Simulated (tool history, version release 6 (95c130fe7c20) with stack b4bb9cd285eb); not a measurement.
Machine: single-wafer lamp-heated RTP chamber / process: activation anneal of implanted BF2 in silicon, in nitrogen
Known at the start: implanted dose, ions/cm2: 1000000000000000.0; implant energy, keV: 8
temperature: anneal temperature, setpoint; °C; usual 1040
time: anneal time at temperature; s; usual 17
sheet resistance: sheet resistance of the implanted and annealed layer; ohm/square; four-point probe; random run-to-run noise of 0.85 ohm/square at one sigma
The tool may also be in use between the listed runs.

run    hour  temperature  time  read-back reference wafer on the same gauge, sheet resistance  sheet resistance
  1     0.0         1040    17                                                         231.04            202.52
       28.4  -- reflector plate cleaned
  2    62.2         1040    17                                                         231.35            200.67
  3   121.9         1040    17                                                         231.03            202.33
  4   166.5         1040    20                                                         231.04            197.34
  5   240.2         1040    20                                                         231.24            196.51
      266.1  -- pyrometer window cleaned and pyrometer calibrated
  6   281.5         1040    20                                                         231.06            196.83
  7   327.6         1040    17                                                         230.81            201.59
  8   388.9         1040    17                                                         230.82            201.05
  9   432.4         1040    17                                                         231.11            201.82
 10   466.3         1040    17                                                         231.21            202.84
      485.8  -- reflector plate cleaned
 11   621.6         1040    17                                                         231.03            201.57
 12   662.0         1040    17                                                         230.71            200.47
 13   687.8         1040     9                                                         231.11            227.85
      742.3  -- pyrometer window cleaned and pyrometer calibrated
 14   755.5         1040    15                                                         231.13            207.78
 15   808.2         1040    15                                                         230.94            207.22
 16   842.2         1040    15                                                         230.79            205.66
 17   903.1         1010    17                                                         230.64            253.73
      963.6  -- reflector plate cleaned
 18   969.0         1040    17                                                         231.27            201.16
 19  1019.5         1053    13                                                         230.80            195.94
 20  1081.0         1016    14                                                         230.86            255.32
     1140.3  -- pyrometer window cleaned and pyrometer calibrated
 21  1239.4         1058     8                                                         230.82            208.51
 22  1264.5         1030     7                                                         230.82            266.35
     1299.5  -- gauge calibrated
 23  1314.0         1040    27                                                         231.16            187.29
 24  1338.7         1056    17                                                         230.67            183.04
 25  1388.5         1014     7                                                         231.14            306.37
 26  1419.8         1023    24                                                         230.74            209.05
     1465.7  -- reflector plate cleaned
 27  1471.0         1040    17                                                         231.20            200.66
 28  1514.3         1015    17                                                         231.18            243.46
     1553.2  -- pyrometer window cleaned and pyrometer calibrated
 29  1577.8         1040    17                                                         231.11            201.36
 30  1644.2         1012    24                                                         231.05            227.31
 31  1691.8         1029    11                                                         231.09            240.58
 32  1763.1         1022    26                                                         230.78            208.48
 33  1805.3         1040     8                                                         230.70            237.12
 34  1909.1         1027    25                                                         231.20            201.76
     1922.5  -- reflector plate cleaned
 35  1947.9         1040    11                                                         230.83            219.80
     1971.9  -- pyrometer window cleaned and pyrometer calibrated
 36  2009.0         1040    17                                                         231.09            201.89
 37  2055.2         1040    17                                                         231.49            201.58

Forecast each of these 3 alternatives for the next run:
  A  2055.6         1011    17                                                              ?                 ?
  B  2055.6         1061    13                                                              ?                 ?
  C  2055.6         1026    13                                                              ?                 ?

run  read-back reference wafer on the same gauge, sheet resistance  sheet resistance
  A                                                         230.49            253.42
  B                                                         230.49            187.07
  C                                                         230.49            238.93
The same runs, with their run-to-run variation unchanged, on a tool lacking any hidden condition would have given:
run  sheet resistance
  A            253.42
  B            187.07
  C            238.93
